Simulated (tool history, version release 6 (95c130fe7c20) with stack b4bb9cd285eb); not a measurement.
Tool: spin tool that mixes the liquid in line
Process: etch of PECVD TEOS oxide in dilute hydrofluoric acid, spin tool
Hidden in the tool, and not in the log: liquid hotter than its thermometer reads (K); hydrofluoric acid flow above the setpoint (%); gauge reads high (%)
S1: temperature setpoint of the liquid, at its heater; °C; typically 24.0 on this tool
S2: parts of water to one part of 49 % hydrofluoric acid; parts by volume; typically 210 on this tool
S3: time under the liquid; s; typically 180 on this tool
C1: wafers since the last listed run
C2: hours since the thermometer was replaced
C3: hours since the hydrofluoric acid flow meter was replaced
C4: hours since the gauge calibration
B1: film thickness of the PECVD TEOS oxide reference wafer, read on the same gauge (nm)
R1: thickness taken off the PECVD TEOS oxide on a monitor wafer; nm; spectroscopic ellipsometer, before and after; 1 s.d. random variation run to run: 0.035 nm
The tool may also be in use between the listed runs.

Run 1, hour 0.0: usual settings but S3 140 s; C1 0; C2 458.9; C3 588.8; C4 611.7; B1 140.03. Result: R1 5.27 nm.
Run 2, hour 71.0: usual settings; C1 334; C2 529.9; C3 659.8; C4 682.7; B1 140.01. Result: R1 6.88 nm.
Run 3, hour 158.0: usual settings; C1 410; C2 616.9; C3 746.8; C4 769.7; B1 139.97. Result: R1 6.79 nm.
Run 4, hour 213.3: usual settings; C1 260; C2 672.2; C3 802.1; C4 825.0; B1 140.02. Result: R1 6.94 nm.
Run 5, hour 300.9: usual settings; C1 413; C2 759.8; C3 889.7; C4 912.6; B1 139.97. Result: R1 6.82 nm.
Run 6, hour 406.2: usual settings; C1 496; C2 865.1; C3 995.0; C4 1017.9; B1 139.96. Result: R1 7.05 nm.
Run 7, hour 499.5: usual settings; C1 440; C2 958.4; C3 1088.3; C4 1111.2; B1 139.96. Result: R1 7.07 nm.
Run 8, hour 580.6: usual settings but S2 150 parts by volume; C1 382; C2 1039.5; C3 1169.4; C4 1192.3; B1 139.98. Result: R1 10.57 nm.
At hour 617.5: hydrofluoric acid flow meter replaced.
Run 9, hour 674.1: usual settings but S2 150 parts by volume; C1 436; C2 1133.0; C3 56.6; C4 1285.8; B1 140.02. Result: R1 10.36 nm.
At hour 728.4: thermometer replaced.
Run 10, hour 852.2: usual settings but S1 26.5 °C; C1 835; C2 123.8; C3 234.7; C4 1463.9; B1 140.00. Result: R1 7.20 nm.
Run 11, hour 934.3: usual settings but S1 26.5 °C; C1 387; C2 205.9; C3 316.8; C4 1546.0; B1 140.02. Result: R1 7.29 nm.
Run 12, hour 1008.6: usual settings; C1 350; C2 280.2; C3 391.1; C4 1620.3; B1 140.01. Result: R1 6.62 nm.
Run 13, hour 1093.5: usual settings but S2 130 parts by volume; C1 400; C2 365.1; C3 476.0; C4 1705.2; B1 139.99. Result: R1 11.91 nm.
Run 14, hour 1164.4: usual settings but S2 130 parts by volume; C1 334; C2 436.0; C3 546.9; C4 1776.1; B1 140.01. Result: R1 11.93 nm.
Run 15, hour 1215.3: usual settings; C1 240; C2 486.9; C3 597.8; C4 1827.0; B1 139.99. Result: R1 6.79 nm.
Run 16, hour 1322.8: usual settings; C1 507; C2 594.4; C3 705.3; C4 1934.5; B1 140.00. Result: R1 6.86 nm.
Run 17, hour 1407.5: usual settings; C1 399; C2 679.1; C3 790.0; C4 2019.2; B1 140.00. Result: R1 6.89 nm.
Run 18, hour 1449.5: usual settings but S1 21.0 °C, S2 315 parts by volume, S3 285 s; C1 198; C2 721.1; C3 832.0; C4 2061.2; B1 140.00. Result: R1 5.86 nm.
At hour 1531.7: gauge calibrated.
Run 19, hour 1549.4: usual settings but S1 28.0 °C, S2 255 parts by volume; C1 471; C2 821.0; C3 931.9; C4 17.7; B1 139.98. Result: R1 6.29 nm.
Run 20, hour 1629.8: usual settings but S1 27.5 °C, S2 105 parts by volume, S3 210 s; C1 379; C2 901.4; C3 1012.3; C4 98.1; B1 140.00. Result: R1 20.99 nm.
Run 21, hour 1680.3: usual settings but S1 26.5 °C, S2 165 parts by volume; C1 238; C2 951.9; C3 1062.8; C4 148.6; B1 139.98. Result: R1 10.27 nm.

Estimate the outcome of run 22 from the log above:
Run 22, hour 1781.2: usual settings but S1 22.0 °C, S2 160 parts by volume, S3 230 s; C1 476; C2 1052.8; C3 1163.7; C4 249.5; B1 ?. Result: R1 ?.

{"run 22": {"B1": 139.98, "R1": 11.59}}
With the hidden condition absent and the run-to-run variation left alone, this run would have shown R1 10.59 nm.
